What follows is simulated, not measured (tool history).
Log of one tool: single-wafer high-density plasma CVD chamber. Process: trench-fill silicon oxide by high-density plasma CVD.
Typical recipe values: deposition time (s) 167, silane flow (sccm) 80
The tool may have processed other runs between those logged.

run,hour,deposition time (s),silane flow (sccm),"read-back reference wafer on the same gauge, thickness_nm",mean film thickness on the monitor wafer (angstrom)
1,0.0,167,80,1548.354,12812.52
2,66.1,167,71,1547.089,11356.36
3,95.9,167,71,1551.450,11366.67
4,149.2,167,71,1549.194,11399.54
5,187.6,167,80,1549.642,12843.15
6,242.1,176,88,1548.600,14820.79
7,276.5,151,72,1550.121,10420.51
8,317.2,151,72,1549.059,10409.20
9,381.9,151,72,1550.999,10458.38
# hour 410.6: gauge calibrated
10,426.4,167,70,1549.266,11249.70
11,490.9,167,70,1546.971,11244.67
# hour 554.4: silane flow controller replaced
12,554.9,167,70,1548.857,11018.12
13,601.0,154,70,1550.430,10167.77
14,627.9,141,65,1547.789,8628.66
15,683.1,135,71,1549.669,8951.20
# hour 718.7: silane flow controller replaced, repeated, since the last time left the tool worse
16,866.2,186,80,1549.449,14585.31
17,909.1,197,69,1549.821,13346.72
18,976.1,151,72,1549.772,10660.39
19,1031.9,158,80,1549.976,12302.94
20,1082.3,167,80,1550.791,12989.43
21,1145.8,151,72,1551.123,10542.02
22,1189.9,167,80,1550.863,12980.35
23,1214.8,167,80,1550.008,12929.15
# hour 1234.8: gauge calibrated
24,1252.8,175,70,1549.826,11846.00

Alternative continuations, all from the tool just after run 24; predict every row:
A,1253.2,167,80,?,?
B,1253.2,197,90,?,?
C,1253.2,177,76,?,?

run,"read-back reference wafer on the same gauge, thickness_nm",mean film thickness on the monitor wafer (angstrom)
A,1548.300,12999.82
B,1548.300,17252.00
C,1548.300,13089.34
What these runs would have given with no unlogged condition in the tool:
run,mean film thickness on the monitor wafer (angstrom)
A,13163.25
B,17468.90
C,13253.90
